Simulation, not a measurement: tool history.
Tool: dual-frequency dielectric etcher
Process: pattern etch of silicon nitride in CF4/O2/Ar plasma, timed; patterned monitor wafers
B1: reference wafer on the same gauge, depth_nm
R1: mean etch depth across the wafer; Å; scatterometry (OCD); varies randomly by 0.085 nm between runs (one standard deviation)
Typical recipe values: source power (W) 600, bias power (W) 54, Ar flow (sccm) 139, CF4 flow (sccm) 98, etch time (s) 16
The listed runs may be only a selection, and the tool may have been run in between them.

{"run": 1, "day": 0.0, "source power (W)": 490, "bias power (W)": 50, "Ar flow (sccm)": 139, "CF4 flow (sccm)": 98, "etch time (s)": 16, "B1": 30.8, "R1": 301.4}
{"run": 2, "day": 2.579, "source power (W)": 670, "bias power (W)": 54, "Ar flow (sccm)": 139, "CF4 flow (sccm)": 98, "etch time (s)": 14, "B1": 30.83, "R1": 332.2}
{"run": 3, "day": 3.817, "source power (W)": 480, "bias power (W)": 54, "Ar flow (sccm)": 139, "CF4 flow (sccm)": 98, "etch time (s)": 16, "B1": 30.8, "R1": 309.2}
{"day": 5.067, "done": "source power generator calibrated"}
{"run": 4, "day": 5.85, "source power (W)": 480, "bias power (W)": 54, "Ar flow (sccm)": 139, "CF4 flow (sccm)": 98, "etch time (s)": 16, "B1": 30.8, "R1": 299.2}
{"run": 5, "day": 7.483, "source power (W)": 600, "bias power (W)": 54, "Ar flow (sccm)": 139, "CF4 flow (sccm)": 98, "etch time (s)": 16, "B1": 30.81, "R1": 340.8}
{"day": 9.0, "done": "CF4 flow controller replaced"}
{"day": 9.5, "done": "gauge calibrated"}
{"day": 14.312, "done": "upper electrode replaced"}
{"run": 6, "day": 15.15, "source power (W)": 600, "bias power (W)": 54, "Ar flow (sccm)": 158, "CF4 flow (sccm)": 78, "etch time (s)": 20.5, "B1": 30.8, "R1": 413}
{"day": 16.192, "done": "bias power generator calibrated"}
{"day": 16.75, "done": "wet clean of the chamber"}
{"run": 7, "day": 16.771, "source power (W)": 600, "bias power (W)": 54, "Ar flow (sccm)": 139, "CF4 flow (sccm)": 98, "etch time (s)": 16, "B1": 30.83, "R1": 347.7}
{"run": 8, "day": 18.958, "source power (W)": 600, "bias power (W)": 54, "Ar flow (sccm)": 139, "CF4 flow (sccm)": 98, "etch time (s)": 16, "B1": 30.81, "R1": 347}
{"run": 9, "day": 20.862, "source power (W)": 600, "bias power (W)": 54, "Ar flow (sccm)": 120, "CF4 flow (sccm)": 98, "etch time (s)": 16, "B1": 30.77, "R1": 352.1}
{"run": 10, "day": 23.125, "source power (W)": 560, "bias power (W)": 54, "Ar flow (sccm)": 139, "CF4 flow (sccm)": 98, "etch time (s)": 16, "B1": 30.82, "R1": 330.2}
{"run": 11, "day": 24.742, "source power (W)": 600, "bias power (W)": 65, "Ar flow (sccm)": 139, "CF4 flow (sccm)": 98, "etch time (s)": 16, "B1": 30.78, "R1": 380.7}
{"run": 12, "day": 27.562, "source power (W)": 600, "bias power (W)": 47, "Ar flow (sccm)": 139, "CF4 flow (sccm)": 121, "etch time (s)": 14.5, "B1": 30.79, "R1": 299}
{"run": 13, "day": 29.938, "source power (W)": 500, "bias power (W)": 54, "Ar flow (sccm)": 139, "CF4 flow (sccm)": 98, "etch time (s)": 16, "B1": 30.79, "R1": 308.2}
{"run": 14, "day": 31.038, "source power (W)": 600, "bias power (W)": 54, "Ar flow (sccm)": 139, "CF4 flow (sccm)": 98, "etch time (s)": 16, "B1": 30.81, "R1": 341}
{"run": 15, "day": 33.625, "source power (W)": 600, "bias power (W)": 54, "Ar flow (sccm)": 139, "CF4 flow (sccm)": 98, "etch time (s)": 16, "B1": 30.78, "R1": 341.4}
{"run": 16, "day": 34.871, "source power (W)": 740, "bias power (W)": 54, "Ar flow (sccm)": 109, "CF4 flow (sccm)": 88, "etch time (s)": 14.5, "B1": 30.79, "R1": 357.1}
{"run": 17, "day": 36.679, "source power (W)": 600, "bias power (W)": 54, "Ar flow (sccm)": 139, "CF4 flow (sccm)": 98, "etch time (s)": 16, "B1": 30.83, "R1": 340.7}
{"run": 18, "day": 37.962, "source power (W)": 600, "bias power (W)": 48, "Ar flow (sccm)": 165, "CF4 flow (sccm)": 114, "etch time (s)": 12, "B1": 30.79, "R1": 240.2}
{"run": 19, "day": 39.325, "source power (W)": 690, "bias power (W)": 54, "Ar flow (sccm)": 139, "CF4 flow (sccm)": 98, "etch time (s)": 16, "B1": 30.79, "R1": 370.9}
{"run": 20, "day": 42.092, "source power (W)": 600, "bias power (W)": 58, "Ar flow (sccm)": 139, "CF4 flow (sccm)": 83, "etch time (s)": 16, "B1": 30.81, "R1": 342.3}

Each row is a separate what-if for the run after 20, all from the same tool condition, not one after another. Results?
{"run": "A", "day": 42.108, "source power (W)": 600, "bias power (W)": 54, "Ar flow (sccm)": 139, "CF4 flow (sccm)": 98, "etch time (s)": 16, "B1": "?", "R1": "?"}
{"run": "B", "day": 42.108, "source power (W)": 710, "bias power (W)": 54, "Ar flow (sccm)": 123, "CF4 flow (sccm)": 80, "etch time (s)": 12, "B1": "?", "R1": "?"}
{"run": "C", "day": 42.108, "source power (W)": 600, "bias power (W)": 49, "Ar flow (sccm)": 114, "CF4 flow (sccm)": 107, "etch time (s)": 16, "B1": "?", "R1": "?"}
{"run": "D", "day": 42.108, "source power (W)": 470, "bias power (W)": 54, "Ar flow (sccm)": 139, "CF4 flow (sccm)": 113, "etch time (s)": 20.5, "B1": "?", "R1": "?"}
{"run": "E", "day": 42.108, "source power (W)": 600, "bias power (W)": 54, "Ar flow (sccm)": 119, "CF4 flow (sccm)": 98, "etch time (s)": 16, "B1": "?", "R1": "?"}

run=A B1=30.78 R1=338.2
run=B B1=30.78 R1=277.4
run=C B1=30.78 R1=331.2
run=D B1=30.78 R1=381.9
run=E B1=30.78 R1=343
Without the tool's hidden state the same runs would have given:
run=A R1=346.1
run=B R1=284
run=C R1=339
run=D R1=391
run=E R1=351.2
